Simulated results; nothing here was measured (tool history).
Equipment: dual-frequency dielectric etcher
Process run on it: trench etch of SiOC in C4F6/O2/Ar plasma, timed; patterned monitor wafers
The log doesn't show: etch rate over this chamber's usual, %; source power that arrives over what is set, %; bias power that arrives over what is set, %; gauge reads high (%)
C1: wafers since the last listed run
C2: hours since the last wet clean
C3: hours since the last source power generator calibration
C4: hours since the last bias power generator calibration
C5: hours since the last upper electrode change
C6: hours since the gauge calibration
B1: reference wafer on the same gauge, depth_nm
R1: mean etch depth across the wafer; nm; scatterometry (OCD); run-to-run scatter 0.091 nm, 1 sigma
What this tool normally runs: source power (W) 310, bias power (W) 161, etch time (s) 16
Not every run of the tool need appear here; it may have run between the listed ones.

Run 1, hour 0: usual settings; C1 0; C2 432.8; C3 1485.8; C4 2812.8; C5 3901.2; C6 15.8; B1 36.09. Result: R1 32.09 nm.
Run 2, hour 17.9: usual settings; C1 193; C2 450.7; C3 1503.7; C4 2830.7; C5 3919.1; C6 33.7; B1 36.1. Result: R1 32.02 nm.
Run 3, hour 25.9: usual settings; C1 86; C2 458.7; C3 1511.7; C4 2838.7; C5 3927.1; C6 41.7; B1 36.12. Result: R1 32.27 nm.
Run 4, hour 33.8: usual settings; C1 85; C2 466.6; C3 1519.6; C4 2846.6; C5 3935; C6 49.6; B1 36.1. Result: R1 32.05 nm.
Run 5, hour 41.1: usual settings; C1 78; C2 473.9; C3 1526.9; C4 2853.9; C5 3942.3; C6 56.9; B1 36.09. Result: R1 32.22 nm.
At hour 57.8: bias power generator calibrated.
At hour 69.7: upper electrode replaced.
Run 6, hour 70.2: usual settings; C1 141; C2 503; C3 1556; C4 12.4; C5 0.5; C6 86; B1 36.11. Result: R1 32.13 nm.
Run 7, hour 70.6: usual settings; C1 4; C2 503.4; C3 1556.4; C4 12.8; C5 0.9; C6 86.4; B1 36.11. Result: R1 32.25 nm.
Run 8, hour 73.6: usual settings; C1 32; C2 506.4; C3 1559.4; C4 15.8; C5 3.9; C6 89.4; B1 36.1. Result: R1 32.45 nm.
Run 9, hour 84.8: usual settings but source power (W) 270, bias power (W) 127, etch time (s) 14.5; C1 121; C2 517.6; C3 1570.6; C4 27; C5 15.1; C6 100.6; B1 36.08. Result: R1 24.78 nm.
At hour 92.8: source power generator calibrated.
Run 10, hour 99.7: usual settings but source power (W) 260, bias power (W) 137, etch time (s) 20; C1 117; C2 532.5; C3 6.9; C4 41.9; C5 30; C6 115.5; B1 36.1. Result: R1 35.17 nm.
At hour 104.3: gauge calibrated.
At hour 136.3: wet clean of the chamber.
Run 11, hour 136.8: usual settings but bias power (W) 179; C1 141; C2 0.5; C3 44; C4 79; C5 67.1; C6 32.5; B1 36.08. Result: R1 32.58 nm.
Run 12, hour 137.1: usual settings but source power (W) 380; C1 3; C2 0.8; C3 44.3; C4 79.3; C5 67.4; C6 32.8; B1 36.09. Result: R1 33.09 nm.
Run 13, hour 137.5: usual settings but source power (W) 290, bias power (W) 186, etch time (s) 12; C1 4; C2 1.2; C3 44.7; C4 79.7; C5 67.8; C6 33.2; B1 36.09. Result: R1 24.45 nm.
Run 14, hour 149.2: usual settings but source power (W) 370, bias power (W) 200, etch time (s) 11; C1 126; C2 12.9; C3 56.4; C4 91.4; C5 79.5; C6 44.9; B1 36.09. Result: R1 25.24 nm.
Run 15, hour 158.7: usual settings; C1 102; C2 22.4; C3 65.9; C4 100.9; C5 89; C6 54.4; B1 36.09. Result: R1 31.13 nm.
Run 16, hour 174.5: usual settings but source power (W) 270, bias power (W) 185; C1 170; C2 38.2; C3 81.7; C4 116.7; C5 104.8; C6 70.2; B1 36.11. Result: R1 31.87 nm.

Each row is a separate what-if for the run after 16, all from the same tool condition, not one after another. Results?
Run A, hour 174.9: usual settings; C1 4; C2 38.6; C3 82.1; C4 117.1; C5 105.2; C6 70.6; B1 ?. Result: R1 ?.
Run B, hour 174.9: usual settings but bias power (W) 132, etch time (s) 18.5; C1 4; C2 38.6; C3 82.1; C4 117.1; C5 105.2; C6 70.6; B1 ?. Result: R1 ?.
Run C, hour 174.9: usual settings but source power (W) 360, bias power (W) 181, etch time (s) 14.5; C1 4; C2 38.6; C3 82.1; C4 117.1; C5 105.2; C6 70.6; B1 ?. Result: R1 ?.

run    B1     R1
  A  36.1  31.02
  B  36.1  32.35
  C  36.1  31.23
Without the tool's unlogged condition, the same runs would have read:
run     R1
  A  30.84
  B  32.16
  C  31.04

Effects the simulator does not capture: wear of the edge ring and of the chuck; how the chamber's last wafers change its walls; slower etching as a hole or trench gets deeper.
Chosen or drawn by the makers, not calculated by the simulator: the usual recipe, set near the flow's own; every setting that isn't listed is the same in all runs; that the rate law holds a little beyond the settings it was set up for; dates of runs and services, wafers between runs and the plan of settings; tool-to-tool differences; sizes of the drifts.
